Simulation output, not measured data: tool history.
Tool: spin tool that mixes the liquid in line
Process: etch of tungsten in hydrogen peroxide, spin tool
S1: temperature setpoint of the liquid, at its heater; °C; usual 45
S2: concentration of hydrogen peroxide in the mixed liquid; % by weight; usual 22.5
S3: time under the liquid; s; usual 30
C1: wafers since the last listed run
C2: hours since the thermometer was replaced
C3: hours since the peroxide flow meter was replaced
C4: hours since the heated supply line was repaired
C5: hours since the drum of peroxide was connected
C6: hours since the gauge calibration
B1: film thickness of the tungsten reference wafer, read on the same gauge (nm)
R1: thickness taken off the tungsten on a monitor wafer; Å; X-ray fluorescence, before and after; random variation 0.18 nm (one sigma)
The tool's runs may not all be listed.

run    hour    S1    S2  S3    C1      C2     C3      C4     C5     C6      B1     R1
  1       0    45  22.5  30     0  1335.6  403.6  2332.6   74.1   74.3  130.29  333.9
  2    47.3    45  22.5  30   926  1382.9  450.9  2379.9  121.4  121.6   130.6  334.5
  3    76.6    45  22.5  30   573  1412.2  480.2  2409.2  150.7  150.9  130.84  336.2
  4   112.4    45  22.5  30   701    1448    516    2445  186.5  186.7  131.04  335.5
  5   173.8    45    17  30  1202  1509.4  577.4  2506.4  247.9  248.1  131.38  293.1
  6   211.1    45  22.5  30   730  1546.7  614.7  2543.7  285.2  285.4  131.55  335.5
  7   262.3    45  22.5  30  1002  1597.9  665.9  2594.9  336.4  336.6   131.8  338.5
  8   326.1    45  22.5  30  1249  1661.7  729.7  2658.7  400.2  400.4  131.99  336.5
  9   372.4    47  22.5  30   906    1708    776    2705  446.5  446.7  132.11    384
      385.2  -- thermometer replaced
 10   415.1    47  22.5  30   816    29.9  818.7  2747.7  489.2  489.4  132.24    382
 11   440.9    45  22.5  30   505    55.7  844.5  2773.5    515  515.2  132.28  337.3
      488.5  -- peroxide flow meter replaced
 12   508.6    45  22.5  20  1306   123.4   20.1  2841.2  582.7  582.9  132.48    225
      523.9  -- heated supply line repaired
 13   673.2    45  22.5  30  3203     288  184.7   149.3  747.3  747.5  132.72    336
 14   742.7  36.5  20.5  20  1360   357.5  254.2   218.8  816.8    817  132.76  124.2
 15     777    38  27.5  35   671   391.8  288.5   253.1  851.1  851.3  132.74  277.5
 16   843.4    45  25.5  20  1300   458.2  354.9   319.5  917.5  917.7  132.84  240.3
      865.5  -- gauge calibrated
 17   882.5  49.5  22.5  30   765   497.3    394   358.6  956.6     17  129.97  441.5
      918.2  -- new drum of peroxide connected
 18     939    45  22.5  30  1086   553.8  450.5   415.1   20.8   73.5  130.45  333.1
 19    1005    50  22.5  30  1292   619.8  516.5   481.1   86.8  139.5  130.94  459.2
 20  1031.6  50.5    20  40   520   646.4  543.1   507.7  113.4  166.1  131.14  589.2
 21  1071.3  42.5  22.5  40   777   686.1  582.8   547.4  153.1  205.8  131.34  382.6
 22  1118.3    52    28  40   920   733.1  629.8   594.4  200.1  252.8   131.6  762.1
 23  1151.5  38.5  22.5  25   650   766.3    663   627.6  233.3    286  131.72  185.4
 24  1183.5    45  22.5  30   626   798.3    695   659.6  265.3    318  131.85  337.4
 25  1226.3    45  22.5  15   838   841.1  737.8   702.4  308.1  360.8  132.07  169.1

Forecast each of these 5 alternatives for the next run:
  A  1226.7    49  22.5  30   7  841.5  738.2  702.8  308.5  361.2   ?   ?
  B  1226.7  48.5    27  15   7  841.5  738.2  702.8  308.5  361.2   ?   ?
  C  1226.7    48    16  40   7  841.5  738.2  702.8  308.5  361.2   ?   ?
  D  1226.7    45    17  20   7  841.5  738.2  702.8  308.5  361.2   ?   ?
  E  1226.7  40.5    17  35   7  841.5  738.2  702.8  308.5  361.2   ?   ?

run      B1     R1
  A  132.04  427.1
  B  132.04  226.9
  C  132.04  451.5
  D  132.04  192.9
  E  132.04  253.2
Without the tool's hidden state the same runs would have given:
run     R1
  A  420.5
  B  223.4
  C  444.6
  D    190
  E  249.3

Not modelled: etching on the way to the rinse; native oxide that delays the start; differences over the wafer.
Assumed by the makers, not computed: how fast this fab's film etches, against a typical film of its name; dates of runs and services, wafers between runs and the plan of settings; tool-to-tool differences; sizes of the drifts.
